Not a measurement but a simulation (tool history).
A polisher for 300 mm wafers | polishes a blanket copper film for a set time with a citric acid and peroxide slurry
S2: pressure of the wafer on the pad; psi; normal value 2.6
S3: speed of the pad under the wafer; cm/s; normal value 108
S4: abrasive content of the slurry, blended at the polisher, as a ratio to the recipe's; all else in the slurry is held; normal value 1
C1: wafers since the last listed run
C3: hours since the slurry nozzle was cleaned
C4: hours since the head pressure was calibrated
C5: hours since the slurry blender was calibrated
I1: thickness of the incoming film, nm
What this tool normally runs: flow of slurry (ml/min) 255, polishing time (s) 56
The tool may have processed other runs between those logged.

{"run": 1, "hour": 0.0, "flow of slurry (ml/min)": 255, "S2": 2.6, "S3": 108, "S4": 1, "polishing time (s)": 56, "C1": 0, "wafers polished on this pad": 485, "C3": 400.7, "C4": 516.6, "C5": 98.9, "I1": 1143.4, "film removed (Å)": 1205}
{"hour": 1.5, "done": "slurry blender recalibrated"}
{"run": 2, "hour": 7.4, "flow of slurry (ml/min)": 255, "S2": 2.6, "S3": 108, "S4": 1, "polishing time (s)": 56, "C1": 42, "wafers polished on this pad": 527, "C3": 408.1, "C4": 524, "C5": 5.9, "I1": 1122.8, "film removed (Å)": 1230}
{"run": 3, "hour": 21.7, "flow of slurry (ml/min)": 255, "S2": 2.6, "S3": 108, "S4": 1, "polishing time (s)": 56, "C1": 101, "wafers polished on this pad": 629, "C3": 422.4, "C4": 538.3, "C5": 20.2, "I1": 1140.5, "film removed (Å)": 1243}
{"run": 4, "hour": 31.2, "flow of slurry (ml/min)": 255, "S2": 2.6, "S3": 108, "S4": 1, "polishing time (s)": 56, "C1": 67, "wafers polished on this pad": 697, "C3": 431.9, "C4": 547.8, "C5": 29.7, "I1": 1131.9, "film removed (Å)": 1220}
{"run": 5, "hour": 39.9, "flow of slurry (ml/min)": 255, "S2": 2.6, "S3": 108, "S4": 1, "polishing time (s)": 56, "C1": 61, "wafers polished on this pad": 759, "C3": 440.6, "C4": 556.5, "C5": 38.4, "I1": 1134.1, "film removed (Å)": 1232}
{"run": 6, "hour": 53.7, "flow of slurry (ml/min)": 255, "S2": 2.6, "S3": 108, "S4": 1, "polishing time (s)": 56, "C1": 98, "wafers polished on this pad": 857, "C3": 454.4, "C4": 570.3, "C5": 52.2, "I1": 1132.3, "film removed (Å)": 1223}
{"run": 7, "hour": 64.9, "flow of slurry (ml/min)": 255, "S2": 2.6, "S3": 108, "S4": 1, "polishing time (s)": 56, "C1": 79, "wafers polished on this pad": 937, "C3": 465.6, "C4": 581.5, "C5": 63.4, "I1": 1132.7, "film removed (Å)": 1238}
{"run": 8, "hour": 74.2, "flow of slurry (ml/min)": 255, "S2": 2.6, "S3": 108, "S4": 1, "polishing time (s)": 56, "C1": 66, "wafers polished on this pad": 1003, "C3": 474.9, "C4": 590.8, "C5": 72.7, "I1": 1128.7, "film removed (Å)": 1222}
{"hour": 83.2, "done": "slurry nozzle cleaned"}
{"run": 9, "hour": 83.7, "flow of slurry (ml/min)": 255, "S2": 2.6, "S3": 108, "S4": 1, "polishing time (s)": 56, "C1": 60, "wafers polished on this pad": 1064, "C3": 0.5, "C4": 600.3, "C5": 82.2, "I1": 1125.3, "film removed (Å)": 1241}
{"run": 10, "hour": 96.8, "flow of slurry (ml/min)": 255, "S2": 2.2, "S3": 108, "S4": 1.3, "polishing time (s)": 56, "C1": 93, "wafers polished on this pad": 1157, "C3": 13.6, "C4": 613.4, "C5": 95.3, "I1": 1148, "film removed (Å)": 1109}
{"hour": 102.7, "done": "worn pad replaced by a new one"}
{"run": 11, "hour": 105.2, "flow of slurry (ml/min)": 200, "S2": 2.6, "S3": 120, "S4": 1, "polishing time (s)": 56, "C1": 31, "wafers polished on this pad": 18, "C3": 22, "C4": 621.8, "C5": 103.7, "I1": 1145.4, "film removed (Å)": 1324}
{"hour": 123.7, "done": "slurry blender recalibrated"}
{"run": 12, "hour": 124.2, "flow of slurry (ml/min)": 195, "S2": 3.3, "S3": 82, "S4": 1, "polishing time (s)": 56, "C1": 121, "wafers polished on this pad": 139, "C3": 41, "C4": 640.8, "C5": 0.5, "I1": 1146.1, "film removed (Å)": 1157}
{"hour": 138.0, "done": "head pressure recalibrated"}
{"run": 13, "hour": 139.7, "flow of slurry (ml/min)": 255, "S2": 2.6, "S3": 108, "S4": 1, "polishing time (s)": 56, "C1": 96, "wafers polished on this pad": 235, "C3": 56.5, "C4": 1.7, "C5": 16, "I1": 1132.3, "film removed (Å)": 1320}
{"run": 14, "hour": 156.7, "flow of slurry (ml/min)": 325, "S2": 2.6, "S3": 128, "S4": 0.85, "polishing time (s)": 75, "C1": 121, "wafers polished on this pad": 356, "C3": 73.5, "C4": 18.7, "C5": 33, "I1": 1132, "film removed (Å)": 2047}
{"run": 15, "hour": 174.0, "flow of slurry (ml/min)": 325, "S2": 2.6, "S3": 92, "S4": 1, "polishing time (s)": 37, "C1": 123, "wafers polished on this pad": 479, "C3": 90.8, "C4": 36, "C5": 50.3, "I1": 1130.2, "film removed (Å)": 774}

Run 16, settings as shown, results not yet in. Your forecast:
{"hour": 183.0, "done": "head pressure recalibrated, repeated, since the last time left the tool worse"}
{"run": 16, "hour": 185.3, "flow of slurry (ml/min)": 200, "S2": 2.6, "S3": 120, "S4": 1, "polishing time (s)": 56, "C1": 66, "wafers polished on this pad": 546, "C3": 102.1, "C4": 2.3, "C5": 61.6, "I1": 1141.6, "film removed (Å)": "?"}

film removed (Å): 1239
The same run, on a tool lacking any hidden state, would have yielded film removed (Å) 1240.

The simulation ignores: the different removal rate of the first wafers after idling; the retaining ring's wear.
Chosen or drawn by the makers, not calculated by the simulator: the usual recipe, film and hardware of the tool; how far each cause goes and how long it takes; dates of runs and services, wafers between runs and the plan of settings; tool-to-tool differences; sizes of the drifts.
